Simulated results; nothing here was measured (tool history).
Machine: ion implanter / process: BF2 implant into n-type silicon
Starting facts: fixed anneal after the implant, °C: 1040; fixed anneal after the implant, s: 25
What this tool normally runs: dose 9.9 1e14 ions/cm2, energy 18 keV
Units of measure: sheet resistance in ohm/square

| run | hour | dose | energy | read-back reference wafer on the same gauge, sheet resistance | sheet resistance |
|---|---|---|---|---|---|
| 1 | 0 | 9.15 | 14.5 | 134.99 | 149.29 |
| 2 | 92 | 9.15 | 14.5 | 135.22 | 148.58 |
| 3 | 186.4 | 9.15 | 14.5 | 135.2 | 148.2 |
| 4 | 240 | 9.9 | 23 | 135.06 | 126.47 |
|  | 307.2 | extraction supply calibrated |
| 5 | 340.3 | 9.9 | 23 | 135.03 | 126.2 |
|  | 441 | Faraday cup replaced and dose calibrated |
| 6 | 441.5 | 9.9 | 23 | 134.98 | 128.76 |
| 7 | 498.7 | 9.9 | 18 | 135 | 137.32 |
| 8 | 542.7 | 9.9 | 18 | 134.98 | 136.28 |
| 9 | 591.5 | 8.41 | 18 | 134.95 | 148.45 |
| 10 | 687.3 | 8.44 | 16 | 134.87 | 152.49 |
|  | 706.5 | gauge calibrated |
| 11 | 752.5 | 9.9 | 22.5 | 134.94 | 128.02 |
| 12 | 809.8 | 8.68 | 12.5 | 135.09 | 157.81 |

Forecast run 13:
| 13 | 892.5 | 9.9 | 13 | ? | ? |

{"run 13": {"read-back reference wafer on the same gauge, sheet resistance": 134.9, "sheet resistance": 145.65}}
The same run, on a tool lacking any hidden state, would have yielded sheet resistance 147.96 ohm/square.
